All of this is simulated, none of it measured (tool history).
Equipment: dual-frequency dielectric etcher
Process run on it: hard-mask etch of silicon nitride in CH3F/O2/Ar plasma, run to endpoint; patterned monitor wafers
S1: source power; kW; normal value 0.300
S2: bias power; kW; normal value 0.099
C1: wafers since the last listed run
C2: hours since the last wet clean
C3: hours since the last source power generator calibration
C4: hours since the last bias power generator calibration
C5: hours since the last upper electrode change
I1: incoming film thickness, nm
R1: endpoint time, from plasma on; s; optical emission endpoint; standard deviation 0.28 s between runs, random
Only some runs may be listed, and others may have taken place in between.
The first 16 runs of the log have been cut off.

run 17 hour=878.9 | S1=0.350 S2=0.099 | C1=488 C2=96.4 C3=4240.5 C4=544.1 C5=83.9 | I1=51.7 | R1=71.2
run 18 hour=908.5 | S1=0.300 S2=0.099 | C1=394 C2=126.0 C3=4270.1 C4=573.7 C5=113.5 | I1=51.7 | R1=77.2
run 19 hour=961.6 | S1=0.300 S2=0.082 | C1=707 C2=179.1 C3=4323.2 C4=626.8 C5=166.6 | I1=51.4 | R1=81.8
run 20 hour=988.3 | S1=0.260 S2=0.081 | C1=355 C2=205.8 C3=4349.9 C4=653.5 C5=193.3 | I1=52.0 | R1=89.6
run 21 hour=1014.3 | S1=0.260 S2=0.099 | C1=346 C2=231.8 C3=4375.9 C4=679.5 C5=219.3 | I1=51.7 | R1=83.6
-- hour=1028.4 source power generator calibrated
run 22 hour=1082.9 | S1=0.300 S2=0.099 | C1=860 C2=300.4 C3=54.5 C4=748.1 C5=287.9 | I1=51.2 | R1=75.7
run 23 hour=1107.4 | S1=0.300 S2=0.120 | C1=326 C2=324.9 C3=79.0 C4=772.6 C5=312.4 | I1=51.6 | R1=71.1
run 24 hour=1138.2 | S1=0.300 S2=0.099 | C1=410 C2=355.7 C3=109.8 C4=803.4 C5=343.2 | I1=51.4 | R1=75.5
-- hour=1197.0 wet clean of the chamber
run 25 hour=1197.5 | S1=0.230 S2=0.088 | C1=470 C2=0.5 C3=169.1 C4=862.7 C5=402.5 | I1=51.5 | R1=96.4
run 26 hour=1220.5 | S1=0.300 S2=0.099 | C1=306 C2=23.5 C3=192.1 C4=885.7 C5=425.5 | I1=51.6 | R1=78.3
run 27 hour=1249.5 | S1=0.300 S2=0.099 | C1=386 C2=52.5 C3=221.1 C4=914.7 C5=454.5 | I1=51.9 | R1=78.0
run 28 hour=1318.7 | S1=0.280 S2=0.099 | C1=921 C2=121.7 C3=290.3 C4=983.9 C5=523.7 | I1=51.1 | R1=79.9
run 29 hour=1358.5 | S1=0.300 S2=0.090 | C1=530 C2=161.5 C3=330.1 C4=1023.7 C5=563.5 | I1=51.4 | R1=79.8
run 30 hour=1403.1 | S1=0.300 S2=0.117 | C1=594 C2=206.1 C3=374.7 C4=1068.3 C5=608.1 | I1=51.4 | R1=72.5
run 31 hour=1435.7 | S1=0.370 S2=0.109 | C1=434 C2=238.7 C3=407.3 C4=1100.9 C5=640.7 | I1=51.5 | R1=66.3
run 32 hour=1502.6 | S1=0.380 S2=0.088 | C1=891 C2=305.6 C3=474.2 C4=1167.8 C5=707.6 | I1=50.9 | R1=68.7
run 33 hour=1534.0 | S1=0.360 S2=0.099 | C1=418 C2=337.0 C3=505.6 C4=1199.2 C5=739.0 | I1=51.8 | R1=69.3
run 34 hour=1574.1 | S1=0.320 S2=0.118 | C1=534 C2=377.1 C3=545.7 C4=1239.3 C5=779.1 | I1=51.1 | R1=69.0

What if the next run were any one of these 5? Each begins from the tool's condition after run 34:
run A hour=1574.5 | S1=0.300 S2=0.099 | C1=5 C2=377.5 C3=546.1 C4=1239.7 C5=779.5 | I1=51.8 | R1=?
run B hour=1574.5 | S1=0.240 S2=0.099 | C1=5 C2=377.5 C3=546.1 C4=1239.7 C5=779.5 | I1=51.8 | R1=?
run C hour=1574.5 | S1=0.250 S2=0.099 | C1=5 C2=377.5 C3=546.1 C4=1239.7 C5=779.5 | I1=51.8 | R1=?
run D hour=1574.5 | S1=0.300 S2=0.085 | C1=5 C2=377.5 C3=546.1 C4=1239.7 C5=779.5 | I1=51.8 | R1=?
run E hour=1574.5 | S1=0.330 S2=0.078 | C1=5 C2=377.5 C3=546.1 C4=1239.7 C5=779.5 | I1=51.8 | R1=?

run=A R1=76.5
run=B R1=88.2
run=C R1=85.8
run=D R1=80.4
run=E R1=78.2
With the hidden condition removed and each run's random variation left untouched, the same runs would have given:
run=A R1=78.3
run=B R1=90.2
run=C R1=87.7
run=D R1=82.2
run=E R1=79.9
